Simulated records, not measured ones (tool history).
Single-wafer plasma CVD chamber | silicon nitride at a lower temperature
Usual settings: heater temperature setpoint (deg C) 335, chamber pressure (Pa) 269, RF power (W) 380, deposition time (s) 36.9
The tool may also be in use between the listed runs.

run,hour,heater temperature setpoint (deg C),chamber pressure (Pa),RF power (W),deposition time (s),wafers since the last listed run,hours since the last thermocouple change,hours since the last RF generator calibration,hours since the last manometer calibration,hours since the showerhead was replaced,hours since the gauge calibration,"read-back reference wafer on the same gauge, thickness_nm",mean film thickness on the monitor wafer (angstrom)
1,0,335,240,380,36.9,0,610.2,1122.8,1941.3,6449.2,1130.4,49.76,540.69
2,89.4,335,269,380,36.9,1929,699.6,1212.2,2030.7,6538.6,1219.8,49.658,548.87
3,181.2,335,269,380,36.9,1981,791.4,1304,2122.5,6630.4,1311.6,49.638,544.41
4,220.9,335,269,380,36.9,856,831.1,1343.7,2162.2,6670.1,1351.3,49.622,547.96
5,308.4,335,269,380,36.9,1888,918.6,1431.2,2249.7,6757.6,1438.8,49.551,546.57
# hour 355.9: showerhead replaced
6,395.9,335,269,380,36.9,1716,1006.1,1518.7,2337.2,40,1526.3,49.52,551.1
7,489.4,335,269,380,36.9,2018,1099.6,1612.2,2430.7,133.5,1619.8,49.46,551.89
8,543.9,346,327,380,36.9,1176,1154.1,1666.7,2485.2,188,1674.3,49.375,556.27
# hour 584.5: RF generator calibrated
9,631.2,335,269,405,42,1711,1241.4,46.7,2572.5,275.3,1761.6,49.377,643.44
10,669.3,335,269,380,36.9,822,1279.5,84.8,2610.6,313.4,1799.7,49.337,548.18
11,729.6,335,240,425,36.9,1301,1339.8,145.1,2670.9,373.7,1860,49.243,579.7
12,792.8,335,269,380,36.9,1364,1403,208.3,2734.1,436.9,1923.2,49.194,541.73
13,842.2,335,269,380,39.8,1066,1452.4,257.7,2783.5,486.3,1972.6,49.156,586.61
14,936.7,327,293,380,36.9,2039,1546.9,352.2,2878,580.8,2067.1,49.033,548.09
# hour 957.6: capacitance manometer re-zeroed and calibrated
15,976.7,321,269,380,42.8,690,1586.9,392.2,19.1,620.8,2107.1,48.993,632.68
16,1041.9,335,301,380,36.9,1407,1652.1,457.4,84.3,686,2172.3,48.963,550.05
# hour 1074.7: gauge calibrated
17,1081.8,341,219,335,31.8,861,1692,497.3,124.2,725.9,7.1,50.022,417.7
18,1172.5,325,228,355,34.5,1957,1782.7,588,214.9,816.6,97.8,49.974,482.69
# hour 1182.9: thermocouple changed; heater temperature recalibrated
19,1267.7,335,269,380,41.6,1882,84.8,683.2,310.1,911.8,193,49.903,621.18
20,1353.5,335,269,380,36.9,1852,170.6,769,395.9,997.6,278.8,49.966,546.93
21,1647.5,335,269,380,36.9,6346,464.6,1063,689.9,1291.6,572.8,49.874,545.54
22,1693.2,335,269,340,33.4,986,510.3,1108.7,735.6,1337.3,618.5,49.892,464.29
23,1735.6,335,299,435,30.7,915,552.7,1151.1,778,1379.7,660.9,49.842,512
24,1809.2,330,269,355,36.9,1588,626.3,1224.7,851.6,1453.3,734.5,49.876,523.47
25,1880.1,335,269,380,36.9,1530,697.2,1295.6,922.5,1524.2,805.4,49.799,551.92
26,1966.2,335,269,380,36.9,1858,783.3,1381.7,1008.6,1610.3,891.5,49.816,545.16
27,2007.1,335,269,380,36.9,882,824.2,1422.6,1049.5,1651.2,932.4,49.778,553.41

5 ways to go on from here, each from the tool as it stands after run 27. What would each give?
A,2007.5,322,269,380,36.9,8,824.6,1423,1049.9,1651.6,932.8,?,?
B,2007.5,343,269,380,36.9,8,824.6,1423,1049.9,1651.6,932.8,?,?
C,2007.5,327,288,335,31.5,8,824.6,1423,1049.9,1651.6,932.8,?,?
D,2007.5,321,269,430,36.9,8,824.6,1423,1049.9,1651.6,932.8,?,?
E,2007.5,335,219,380,36.9,8,824.6,1423,1049.9,1651.6,932.8,?,?

run,"read-back reference wafer on the same gauge, thickness_nm",mean film thickness on the monitor wafer (angstrom)
A,49.746,549.55
B,49.746,545.93
C,49.746,432.06
D,49.746,597.22
E,49.746,531.97
Without the tool's hidden state the same runs would have given:
run,mean film thickness on the monitor wafer (angstrom)
A,550.96
B,547.33
C,433.17
D,598.75
E,533.34
